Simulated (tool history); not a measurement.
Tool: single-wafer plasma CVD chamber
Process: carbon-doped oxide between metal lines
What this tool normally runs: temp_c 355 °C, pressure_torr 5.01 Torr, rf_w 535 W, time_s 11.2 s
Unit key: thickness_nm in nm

run	hour	temp_c	pressure_torr	rf_w	time_s	wafers since the last listed run	hours since the last thermocouple change	hours since the last RF generator calibration	hours since the last manometer calibration	hours since the showerhead was replaced	hours since the gauge calibration	read-back reference wafer on the same gauge, thickness_nm	thickness_nm
1	0.0	355	5.01	535	11.2	0	1540.9	1312.4	806.6	4532.3	84.7	57.895	57.080
2	57.6	355	5.01	535	11.2	902	1598.5	1370.0	864.2	4589.9	142.3	57.775	56.533
3	99.3	355	5.01	535	11.2	653	1640.2	1411.7	905.9	4631.6	184.0	58.076	57.385
4	183.7	355	5.01	575	11.2	1322	1724.6	1496.1	990.3	4716.0	268.4	57.922	60.049
5	282.4	355	6.01	535	10.5	1545	1823.3	1594.8	1089.0	4814.7	367.1	57.850	54.612
6	385.4	355	6.01	535	10.5	1613	1926.3	1697.8	1192.0	4917.7	470.1	57.879	54.796
# hour 443.0: thermocouple changed; heater temperature recalibrated
7	443.5	355	6.01	535	10.5	784	0.5	1755.9	1250.1	4975.8	528.2	57.949	54.020
8	530.1	349	5.82	535	11.2	1356	87.1	1842.5	1336.7	5062.4	614.8	57.892	57.993
# hour 600.9: showerhead replaced
9	614.9	349	5.82	535	11.2	1202	171.9	1927.3	1421.5	14.0	699.6	57.702	58.416
10	674.4	355	4.57	590	11.2	931	231.4	1986.8	1481.0	73.5	759.1	57.890	60.071
# hour 690.3: gauge calibrated
# hour 753.1: RF generator calibrated
11	777.8	361	4.11	440	9.0	1494	334.8	24.7	1584.4	176.9	87.5	57.911	38.752
12	817.2	355	5.01	535	11.2	617	374.2	64.1	1623.8	216.3	126.9	57.701	59.022
13	924.3	355	5.01	535	11.2	1677	481.3	171.2	1730.9	323.4	234.0	57.881	58.825
# hour 977.7: capacitance manometer re-zeroed and calibrated
14	1025.0	355	5.01	570	9.8	1452	582.0	271.9	47.3	424.1	334.7	58.035	53.820
15	1101.5	360	4.35	595	9.9	1198	658.5	348.4	123.8	500.6	411.2	57.901	53.915
16	1143.8	355	3.79	535	11.2	662	700.8	390.7	166.1	542.9	453.5	58.017	55.939
17	1251.1	355	5.01	465	11.2	1680	808.1	498.0	273.4	650.2	560.8	57.830	50.705
18	1350.2	355	5.79	535	13.3	1552	907.2	597.1	372.5	749.3	659.9	57.904	69.809

Branching from run 18: 5 alternative next runs. What would each branch give?
A	1350.6	355	5.01	535	11.2	6	907.6	597.5	372.9	749.7	660.3	?	?
B	1350.6	355	3.86	615	13.0	6	907.6	597.5	372.9	749.7	660.3	?	?
C	1350.6	367	3.86	565	11.2	6	907.6	597.5	372.9	749.7	660.3	?	?
D	1350.6	355	5.01	565	10.5	6	907.6	597.5	372.9	749.7	660.3	?	?
E	1350.6	346	4.21	535	11.2	6	907.6	597.5	372.9	749.7	660.3	?	?

run	read-back reference wafer on the same gauge, thickness_nm	thickness_nm
A	57.983	57.803
B	57.983	71.706
C	57.983	56.204
D	57.983	56.552
E	57.983	58.117
Take away the tool's hidden state, keep each run's random variation, and the runs would have read:
run	thickness_nm
A	60.246
B	74.653
C	58.541
D	58.903
E	60.573
